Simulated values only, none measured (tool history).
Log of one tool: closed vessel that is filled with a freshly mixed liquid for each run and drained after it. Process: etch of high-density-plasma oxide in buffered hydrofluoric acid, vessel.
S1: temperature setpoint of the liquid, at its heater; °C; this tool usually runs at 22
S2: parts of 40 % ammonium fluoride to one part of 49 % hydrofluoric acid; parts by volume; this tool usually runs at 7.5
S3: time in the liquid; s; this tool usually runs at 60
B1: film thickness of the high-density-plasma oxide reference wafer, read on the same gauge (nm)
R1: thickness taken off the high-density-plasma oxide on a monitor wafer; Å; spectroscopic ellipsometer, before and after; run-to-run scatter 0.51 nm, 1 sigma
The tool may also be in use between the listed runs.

run 1 hour=0 | S1=22 S2=7.5 S3=35 | B1=30 | R1=445.2
run 2 hour=13.1 | S1=22 S2=7.5 S3=35 | B1=30.01 | R1=450.5
run 3 hour=22.3 | S1=19.5 S2=7.5 S3=60 | B1=30 | R1=671.1
run 4 hour=28.5 | S1=19.5 S2=7.5 S3=60 | B1=30.01 | R1=668.2
-- hour=38.8 hydrofluoric acid flow meter replaced
run 5 hour=40.3 | S1=24.5 S2=7.5 S3=60 | B1=30 | R1=893.6
run 6 hour=50.3 | S1=24.5 S2=7.5 S3=60 | B1=30.01 | R1=890
run 7 hour=60.1 | S1=24.5 S2=7.5 S3=60 | B1=29.99 | R1=890.1
run 8 hour=71.9 | S1=19.5 S2=7.5 S3=60 | B1=29.98 | R1=666.7
-- hour=77.8 thermometer replaced
run 9 hour=87.9 | S1=26.5 S2=10 S3=75 | B1=30.01 | R1=1087.6
run 10 hour=95.2 | S1=22 S2=9.5 S3=80 | B1=30 | R1=932.7
run 11 hour=112 | S1=22 S2=7.5 S3=60 | B1=29.99 | R1=894.7
run 12 hour=127.3 | S1=17.5 S2=9 S3=60 | B1=29.99 | R1=557.5
run 13 hour=144 | S1=22 S2=7.5 S3=60 | B1=29.98 | R1=871.5
run 14 hour=156.4 | S1=22 S2=7.5 S3=70 | B1=30 | R1=1021.8
run 15 hour=167.1 | S1=22 S2=7.5 S3=60 | B1=30 | R1=886
run 16 hour=180.9 | S1=26 S2=9.5 S3=85 | B1=29.98 | R1=1237.1
run 17 hour=194.2 | S1=25.5 S2=9 S3=30 | B1=30.01 | R1=435.9
run 18 hour=207.6 | S1=22 S2=6.5 S3=60 | B1=30.02 | R1=995.1
-- hour=216 gauge calibrated
run 19 hour=217.2 | S1=22 S2=7.5 S3=60 | B1=30 | R1=865.5
run 20 hour=231.4 | S1=20 S2=10 S3=40 | B1=30.01 | R1=400.1
run 21 hour=239 | S1=24.5 S2=5 S3=30 | B1=30 | R1=723.9
run 22 hour=248.9 | S1=26 S2=10.5 S3=60 | B1=29.99 | R1=800.2
run 23 hour=265.2 | S1=22 S2=7.5 S3=80 | B1=29.99 | R1=1166.3
run 24 hour=277.9 | S1=27 S2=10 S3=30 | B1=30.01 | R1=442.9
run 25 hour=294.2 | S1=25.5 S2=7.5 S3=60 | B1=29.98 | R1=1054.1
run 26 hour=303.2 | S1=22 S2=7.5 S3=60 | B1=29.99 | R1=879.7
run 27 hour=320.4 | S1=24.5 S2=5 S3=30 | B1=30.01 | R1=722.7
run 28 hour=327.3 | S1=20 S2=6.5 S3=70 | B1=30.02 | R1=1056.1
run 29 hour=343 | S1=26.5 S2=8.5 S3=75 | B1=29.99 | R1=1217.1
run 30 hour=386.8 | S1=25 S2=5.5 S3=85 | B1=30.01 | R1=1932.5
run 31 hour=399.3 | S1=22 S2=9.5 S3=60 | B1=29.99 | R1=691.1

Below, some changes in R1 between adjacent runs. For each, the amount present without the hidden state too (settings, incoming material, random variation) and the amount remaining for the hidden state with gauge scatter not shared by both compared results:
The hidden state here: liquid colder than its thermometer reads (K); hydrofluoric acid flow below the setpoint (%); gauge reads high (%).
Run 2 -> 3: S1 22 -> 19.5, S3 35 -> 60. R1 +220.6 Å: hidden state -38.3, all else +258.9.
Run 8 -> 9: S1 19.5 -> 26.5, S2 7.5 -> 10, S3 60 -> 75, thermometer replaced. R1 +420.9 Å: hidden state +97.5, all else +323.4.
Run 16 -> 17: S1 26 -> 25.5, S2 9.5 -> 9, S3 85 -> 30. R1 -801.2 Å: hidden state +14.5, all else -815.7.
Run 23 -> 24: S1 22 -> 27, S2 7.5 -> 10, S3 80 -> 30. R1 -723.4 Å: hidden state +16.7, all else -740.1.
Run 30 -> 31: S1 25 -> 22, S2 5.5 -> 9.5, S3 85 -> 60. R1 -1241.4 Å: hidden state +34.5, all else -1275.9.
